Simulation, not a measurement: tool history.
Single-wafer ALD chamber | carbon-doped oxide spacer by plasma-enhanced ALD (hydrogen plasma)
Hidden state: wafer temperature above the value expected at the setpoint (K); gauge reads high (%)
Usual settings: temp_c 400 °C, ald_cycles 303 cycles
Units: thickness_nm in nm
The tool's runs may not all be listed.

run   hour  temp_c  ald_cycles  wafers since the last listed run  hours since the last thermocouple change  hours since the gauge calibration  read-back reference wafer on the same gauge, thickness_nm  thickness_nm
  1      0     400         335                                 0                                      2709                               91.8                                                     10.998        14.911
  2    8.4     400         335                                 7                                    2717.4                              100.2                                                     10.993        14.844
  3   19.8     400         335                                10                                    2728.8                              111.6                                                     11.007        14.909
  4   31.9     391         263                                11                                    2740.9                              123.7                                                     11.004        11.712
  5   46.4     400         303                                13                                    2755.4                              138.2                                                     10.997        13.468
  6   62.3     400         303                                14                                    2771.3                              154.1                                                     10.997        13.464
  7   76.8     400         303                                13                                    2785.8                              168.6                                                     10.998        13.494
  8   83.1     400         274                                 5                                    2792.1                              174.9                                                     11.003        12.151
  9   98.8     400         274                                14                                    2807.8                              190.6                                                     10.991        12.162
 10  108.7     400         303                                 9                                    2817.7                              200.5                                                     10.997        13.513
 11  125.1     400         303                                15                                    2834.1                              216.9                                                     11.006        13.435
 12    132     400         303                                 6                                      2841                              223.8                                                     11.005        13.466
 13    145     400         303                                12                                      2854                              236.8                                                      11.01        13.495
 14  151.5     400         303                                 6                                    2860.5                              243.3                                                     10.995        13.497
 15  164.3     400         303                                11                                    2873.3                              256.1                                                     10.999        13.458
 16  181.1     400         271                                15                                    2890.1                              272.9                                                     10.998         12.02
 17  193.3     400         271                                11                                    2902.3                              285.1                                                     11.004        12.055
     216.6  -- thermocouple changed; heater temperature recalibrated
 18  217.1     400         271                                14                                       0.5                              308.9                                                     10.998        12.042
 19  224.7     408         274                                 7                                       8.1                              316.5                                                     11.003        11.947
 20    231     400         303                                 5                                      14.4                              322.8                                                     11.004        13.442
 21  240.9     400         303                                 9                                      24.3                              332.7                                                     11.003        13.487
 22  257.7     390         303                                15                                      41.1                              349.5                                                     11.001        13.497
 23  264.7     405         303                                 6                                      48.1                              356.5                                                     10.991        13.358
 24  277.1     388         344                                11                                      60.5                              368.9                                                      10.99        15.267
 25  290.4     389         359                                12                                      73.8                              382.2                                                     11.005        15.987
 26  296.6     414         359                                 5                                        80                              388.4                                                     11.001          15.4
 27  309.7     406         303                                12                                      93.1                              401.5                                                     11.004        13.289
     314.2  -- gauge calibrated
 28  318.7     400         303                                 8                                     102.1                                4.5                                                     10.994        13.498
 29  327.1     400         270                                 7                                     110.5                               12.9                                                     11.006        12.028
 30  342.5     390         303                                14                                     125.9                               28.3                                                     10.994        13.492
 31  350.8     412         355                                 7                                     134.2                               36.6                                                     10.988        15.279
 32  367.4     393         356                                15                                     150.8                               53.2                                                     11.004        15.771
 33  373.4     400         303                                 5                                     156.8                               59.2                                                     10.985        13.461
 34  387.3     386         279                                12                                     170.7                               73.1                                                     10.996        12.374
 35  404.7     385         303                                16                                     188.1                               90.5                                                     10.997        13.512
 36  416.6     393         277                                10                                       200                              102.4                                                     11.002         12.32
 37    434     404         251                                16                                     217.4                              119.8                                                     11.012         11.04
 38  445.2     400         277                                10                                     228.6                                131                                                     10.991        12.265
 39  454.8     400         341                                 8                                     238.2                              140.6                                                      10.99        15.154
 40  466.3     400         303                                10                                     249.7                              152.1                                                     10.999        13.512

The tool's hidden state at each run:
wafer temperature above the value expected at the setpoint (K): 0 in every run
gauge reads high (%): 0 in every run
